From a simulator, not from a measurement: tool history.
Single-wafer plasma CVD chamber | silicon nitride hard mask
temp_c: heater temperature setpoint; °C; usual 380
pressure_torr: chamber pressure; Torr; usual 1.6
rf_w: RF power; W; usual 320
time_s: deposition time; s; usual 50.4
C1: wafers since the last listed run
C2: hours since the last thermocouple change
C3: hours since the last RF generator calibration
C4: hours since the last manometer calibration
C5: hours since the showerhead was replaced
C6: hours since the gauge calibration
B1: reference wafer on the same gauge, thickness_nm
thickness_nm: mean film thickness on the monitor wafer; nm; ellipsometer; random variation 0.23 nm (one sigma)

{"run": 1, "hour": 0.0, "temp_c": 372, "pressure_torr": 1.6, "rf_w": 355, "time_s": 50.4, "C1": 0, "C2": 538.5, "C3": 35.3, "C4": 2036.6, "C5": 1966.7, "C6": 1929.2, "B1": 58.259, "thickness_nm": 67.094}
{"run": 2, "hour": 62.8, "temp_c": 372, "pressure_torr": 1.6, "rf_w": 355, "time_s": 50.4, "C1": 931, "C2": 601.3, "C3": 98.1, "C4": 2099.4, "C5": 2029.5, "C6": 1992, "B1": 58.204, "thickness_nm": 66.492}
{"run": 3, "hour": 118.8, "temp_c": 380, "pressure_torr": 1.6, "rf_w": 320, "time_s": 50.4, "C1": 830, "C2": 657.3, "C3": 154.1, "C4": 2155.4, "C5": 2085.5, "C6": 2048, "B1": 58.255, "thickness_nm": 60.077}
{"run": 4, "hour": 160.8, "temp_c": 380, "pressure_torr": 1.6, "rf_w": 320, "time_s": 50.4, "C1": 622, "C2": 699.3, "C3": 196.1, "C4": 2197.4, "C5": 2127.5, "C6": 2090, "B1": 58.244, "thickness_nm": 60.475}
{"run": 5, "hour": 198.0, "temp_c": 374, "pressure_torr": 1.6, "rf_w": 320, "time_s": 50.4, "C1": 551, "C2": 736.5, "C3": 233.3, "C4": 2234.6, "C5": 2164.7, "C6": 2127.2, "B1": 58.295, "thickness_nm": 59.966}
{"run": 6, "hour": 245.7, "temp_c": 374, "pressure_torr": 1.6, "rf_w": 320, "time_s": 50.4, "C1": 707, "C2": 784.2, "C3": 281, "C4": 2282.3, "C5": 2212.4, "C6": 2174.9, "B1": 58.233, "thickness_nm": 60.7}
{"run": 7, "hour": 294.3, "temp_c": 380, "pressure_torr": 1.6, "rf_w": 320, "time_s": 55, "C1": 720, "C2": 832.8, "C3": 329.6, "C4": 2330.9, "C5": 2261, "C6": 2223.5, "B1": 58.229, "thickness_nm": 65.473}
{"run": 8, "hour": 336.8, "temp_c": 380, "pressure_torr": 1.6, "rf_w": 320, "time_s": 55, "C1": 630, "C2": 875.3, "C3": 372.1, "C4": 2373.4, "C5": 2303.5, "C6": 2266, "B1": 58.31, "thickness_nm": 65.199}
{"hour": 481.1, "done": "capacitance manometer re-zeroed and calibrated"}
{"run": 9, "hour": 557.7, "temp_c": 380, "pressure_torr": 1.6, "rf_w": 320, "time_s": 55, "C1": 3157, "C2": 1096.2, "C3": 593, "C4": 76.6, "C5": 2524.4, "C6": 2486.9, "B1": 58.277, "thickness_nm": 63.894}
{"hour": 572.9, "done": "gauge calibrated"}
{"run": 10, "hour": 602.4, "temp_c": 380, "pressure_torr": 1.6, "rf_w": 320, "time_s": 50.4, "C1": 663, "C2": 1140.9, "C3": 637.7, "C4": 121.3, "C5": 2569.1, "C6": 29.5, "B1": 58.325, "thickness_nm": 58.592}
{"run": 11, "hour": 671.4, "temp_c": 380, "pressure_torr": 1.6, "rf_w": 320, "time_s": 50.4, "C1": 1023, "C2": 1209.9, "C3": 706.7, "C4": 190.3, "C5": 2638.1, "C6": 98.5, "B1": 58.281, "thickness_nm": 58.561}
{"run": 12, "hour": 739.0, "temp_c": 380, "pressure_torr": 1.6, "rf_w": 320, "time_s": 50.4, "C1": 1002, "C2": 1277.5, "C3": 774.3, "C4": 257.9, "C5": 2705.7, "C6": 166.1, "B1": 58.313, "thickness_nm": 58.255}
{"run": 13, "hour": 785.4, "temp_c": 370, "pressure_torr": 1.6, "rf_w": 350, "time_s": 57.6, "C1": 688, "C2": 1323.9, "C3": 820.7, "C4": 304.3, "C5": 2752.1, "C6": 212.5, "B1": 58.335, "thickness_nm": 72.225}
{"hour": 827.6, "done": "thermocouple changed; heater temperature recalibrated"}
{"run": 14, "hour": 836.9, "temp_c": 387, "pressure_torr": 1.86, "rf_w": 370, "time_s": 58.1, "C1": 645, "C2": 9.3, "C3": 872.2, "C4": 355.8, "C5": 2803.6, "C6": 264, "B1": 58.319, "thickness_nm": 79.897}
{"run": 15, "hour": 883.3, "temp_c": 386, "pressure_torr": 1.82, "rf_w": 320, "time_s": 50.4, "C1": 688, "C2": 55.7, "C3": 918.6, "C4": 402.2, "C5": 2850, "C6": 310.4, "B1": 58.264, "thickness_nm": 60.384}
{"run": 16, "hour": 969.0, "temp_c": 380, "pressure_torr": 1.6, "rf_w": 320, "time_s": 50.4, "C1": 1271, "C2": 141.4, "C3": 1004.3, "C4": 487.9, "C5": 2935.7, "C6": 396.1, "B1": 58.306, "thickness_nm": 58.536}
{"run": 17, "hour": 1180.0, "temp_c": 387, "pressure_torr": 1.98, "rf_w": 285, "time_s": 57.4, "C1": 3129, "C2": 352.4, "C3": 1215.3, "C4": 698.9, "C5": 3146.7, "C6": 607.1, "B1": 58.292, "thickness_nm": 61.81}
{"run": 18, "hour": 1243.1, "temp_c": 380, "pressure_torr": 1.6, "rf_w": 320, "time_s": 50.4, "C1": 935, "C2": 415.5, "C3": 1278.4, "C4": 762, "C5": 3209.8, "C6": 670.2, "B1": 58.315, "thickness_nm": 58.368}
{"hour": 1284.8, "done": "RF generator calibrated"}
{"hour": 1323.5, "done": "showerhead replaced"}
{"run": 19, "hour": 1344.3, "temp_c": 380, "pressure_torr": 1.6, "rf_w": 320, "time_s": 50.4, "C1": 1263, "C2": 516.7, "C3": 59.5, "C4": 863.2, "C5": 20.8, "C6": 771.4, "B1": 58.334, "thickness_nm": 59.655}
{"run": 20, "hour": 1451.9, "temp_c": 380, "pressure_torr": 1.6, "rf_w": 320, "time_s": 50.4, "C1": 1595, "C2": 624.3, "C3": 167.1, "C4": 970.8, "C5": 128.4, "C6": 879, "B1": 58.287, "thickness_nm": 59.648}
{"run": 21, "hour": 1506.8, "temp_c": 372, "pressure_torr": 1.6, "rf_w": 365, "time_s": 50.4, "C1": 814, "C2": 679.2, "C3": 222, "C4": 1025.7, "C5": 183.3, "C6": 933.9, "B1": 58.274, "thickness_nm": 67.329}
{"run": 22, "hour": 1564.3, "temp_c": 380, "pressure_torr": 1.77, "rf_w": 320, "time_s": 43.8, "C1": 852, "C2": 736.7, "C3": 279.5, "C4": 1083.2, "C5": 240.8, "C6": 991.4, "B1": 58.226, "thickness_nm": 53.454}
{"run": 23, "hour": 1600.8, "temp_c": 372, "pressure_torr": 1.6, "rf_w": 320, "time_s": 50.4, "C1": 541, "C2": 773.2, "C3": 316, "C4": 1119.7, "C5": 277.3, "C6": 1027.9, "B1": 58.262, "thickness_nm": 59.295}
{"run": 24, "hour": 1641.8, "temp_c": 366, "pressure_torr": 1.73, "rf_w": 340, "time_s": 50.4, "C1": 608, "C2": 814.2, "C3": 357, "C4": 1160.7, "C5": 318.3, "C6": 1068.9, "B1": 58.332, "thickness_nm": 64.73}
{"run": 25, "hour": 1695.5, "temp_c": 372, "pressure_torr": 1.6, "rf_w": 320, "time_s": 55.8, "C1": 796, "C2": 867.9, "C3": 410.7, "C4": 1214.4, "C5": 372, "C6": 1122.6, "B1": 58.32, "thickness_nm": 66.297}
{"run": 26, "hour": 1764.5, "temp_c": 369, "pressure_torr": 1.4, "rf_w": 365, "time_s": 50.4, "C1": 1023, "C2": 936.9, "C3": 479.7, "C4": 1283.4, "C5": 441, "C6": 1191.6, "B1": 58.325, "thickness_nm": 64.403}

Forecast run 27:
{"run": 27, "hour": 1819.6, "temp_c": 366, "pressure_torr": 1.45, "rf_w": 320, "time_s": 50.4, "C1": 817, "C2": 992, "C3": 534.8, "C4": 1338.5, "C5": 496.1, "C6": 1246.7, "B1": "?", "thickness_nm": "?"}

Run 27 gave B1 58.268, thickness_nm 57.932 nm.
Without the tool's hidden state the same run would have given thickness_nm 57.902 nm.
